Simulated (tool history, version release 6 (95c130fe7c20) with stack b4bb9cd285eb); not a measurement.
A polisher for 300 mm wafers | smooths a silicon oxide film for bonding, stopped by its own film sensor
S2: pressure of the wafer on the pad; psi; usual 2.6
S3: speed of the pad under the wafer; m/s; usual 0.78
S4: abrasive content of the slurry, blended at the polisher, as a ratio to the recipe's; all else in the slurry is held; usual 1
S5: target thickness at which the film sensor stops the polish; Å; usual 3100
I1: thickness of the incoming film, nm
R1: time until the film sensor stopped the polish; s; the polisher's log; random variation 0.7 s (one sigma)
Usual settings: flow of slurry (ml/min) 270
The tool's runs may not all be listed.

{"run": 1, "hour": 0.0, "flow of slurry (ml/min)": 270, "S2": 2.6, "S3": 0.78, "S4": 1.1, "S5": 3100, "I1": 360, "R1": 68}
{"hour": 8.0, "done": "slurry blender recalibrated"}
{"run": 2, "hour": 10.9, "flow of slurry (ml/min)": 270, "S2": 2, "S3": 0.78, "S4": 1, "S5": 3100, "I1": 359.6, "R1": 95.5}
{"run": 3, "hour": 28.8, "flow of slurry (ml/min)": 270, "S2": 2, "S3": 0.78, "S4": 1, "S5": 3100, "I1": 356.8, "R1": 89.3}
{"run": 4, "hour": 41.3, "flow of slurry (ml/min)": 270, "S2": 2, "S3": 0.78, "S4": 1, "S5": 3100, "I1": 354, "R1": 85.3}
{"hour": 50.5, "done": "worn pad replaced by a new one"}
{"run": 5, "hour": 57.1, "flow of slurry (ml/min)": 270, "S2": 2.6, "S3": 0.78, "S4": 1, "S5": 3100, "I1": 360.1, "R1": 72.1}
{"run": 6, "hour": 74.0, "flow of slurry (ml/min)": 270, "S2": 2.6, "S3": 0.78, "S4": 1, "S5": 3100, "I1": 356.6, "R1": 67.9}
{"run": 7, "hour": 82.0, "flow of slurry (ml/min)": 270, "S2": 2.6, "S3": 0.78, "S4": 1, "S5": 3100, "I1": 367.2, "R1": 85.9}
{"run": 8, "hour": 97.0, "flow of slurry (ml/min)": 230, "S2": 2.6, "S3": 0.78, "S4": 1, "S5": 3100, "I1": 357.8, "R1": 73.4}
{"run": 9, "hour": 103.5, "flow of slurry (ml/min)": 230, "S2": 2.6, "S3": 0.78, "S4": 1, "S5": 3100, "I1": 364, "R1": 82.7}
{"run": 10, "hour": 118.1, "flow of slurry (ml/min)": 230, "S2": 2.6, "S3": 0.78, "S4": 1, "S5": 3100, "I1": 359.6, "R1": 75.6}
{"hour": 121.5, "done": "slurry blender recalibrated"}
{"hour": 143.1, "done": "worn pad replaced by a new one"}
{"run": 11, "hour": 153.8, "flow of slurry (ml/min)": 270, "S2": 2.6, "S3": 0.78, "S4": 1, "S5": 3100, "I1": 361.7, "R1": 74.8}
{"run": 12, "hour": 163.9, "flow of slurry (ml/min)": 270, "S2": 2.6, "S3": 0.78, "S4": 1, "S5": 3100, "I1": 361.9, "R1": 74.6}
{"run": 13, "hour": 172.0, "flow of slurry (ml/min)": 270, "S2": 2.6, "S3": 0.78, "S4": 1.25, "S5": 3050, "I1": 359.8, "R1": 70.4}
{"run": 14, "hour": 179.7, "flow of slurry (ml/min)": 270, "S2": 2.6, "S3": 0.78, "S4": 1.25, "S5": 3050, "I1": 353.5, "R1": 63.1}
{"run": 15, "hour": 187.2, "flow of slurry (ml/min)": 270, "S2": 2.6, "S3": 0.78, "S4": 1, "S5": 3100, "I1": 361, "R1": 75.3}
{"run": 16, "hour": 204.8, "flow of slurry (ml/min)": 270, "S2": 2.6, "S3": 0.78, "S4": 1, "S5": 3100, "I1": 363.7, "R1": 79.1}
{"run": 17, "hour": 228.0, "flow of slurry (ml/min)": 270, "S2": 2.6, "S3": 0.78, "S4": 1.2, "S5": 3100, "I1": 362.4, "R1": 70.4}
{"hour": 245.3, "done": "slurry blender recalibrated"}
{"hour": 246.5, "done": "worn pad replaced by a new one"}
{"run": 18, "hour": 247.0, "flow of slurry (ml/min)": 270, "S2": 2.6, "S3": 0.78, "S4": 1, "S5": 3100, "I1": 364.8, "R1": 79.8}
{"hour": 253.6, "done": "slurry nozzle cleaned"}
{"run": 19, "hour": 258.6, "flow of slurry (ml/min)": 270, "S2": 2.9, "S3": 0.68, "S4": 0.85, "S5": 3100, "I1": 357.1, "R1": 74.7}
{"run": 20, "hour": 271.1, "flow of slurry (ml/min)": 350, "S2": 2.6, "S3": 0.78, "S4": 1, "S5": 3240, "I1": 355.2, "R1": 44.6}
{"hour": 276.0, "done": "head pressure recalibrated"}
{"run": 21, "hour": 285.2, "flow of slurry (ml/min)": 270, "S2": 2.6, "S3": 0.78, "S4": 1.15, "S5": 3100, "I1": 361.1, "R1": 69}
{"run": 22, "hour": 295.8, "flow of slurry (ml/min)": 270, "S2": 2.6, "S3": 1.02, "S4": 1, "S5": 3100, "I1": 364.9, "R1": 71.4}
{"run": 23, "hour": 306.0, "flow of slurry (ml/min)": 350, "S2": 2.8, "S3": 0.58, "S4": 0.9, "S5": 3100, "I1": 365.8, "R1": 93.4}
{"run": 24, "hour": 316.0, "flow of slurry (ml/min)": 325, "S2": 2.6, "S3": 0.78, "S4": 1.15, "S5": 3100, "I1": 359.6, "R1": 68.4}
{"run": 25, "hour": 352.0, "flow of slurry (ml/min)": 270, "S2": 2.6, "S3": 1.02, "S4": 1, "S5": 3260, "I1": 364.9, "R1": 51.7}
{"run": 26, "hour": 363.4, "flow of slurry (ml/min)": 330, "S2": 3.1, "S3": 0.92, "S4": 1, "S5": 3220, "I1": 361.9, "R1": 47}
{"hour": 368.6, "done": "worn pad replaced by a new one"}
{"run": 27, "hour": 376.2, "flow of slurry (ml/min)": 270, "S2": 2.6, "S3": 0.92, "S4": 1, "S5": 3020, "I1": 359.3, "R1": 75.9}

Forecast run 28:
{"run": 28, "hour": 385.1, "flow of slurry (ml/min)": 270, "S2": 2.6, "S3": 0.9, "S4": 0.75, "S5": 3050, "I1": 358.2, "R1": "?"}

{"run 28": {"R1": 92.3}}
Without the tool's hidden state the same run would have given R1 91.3 s.
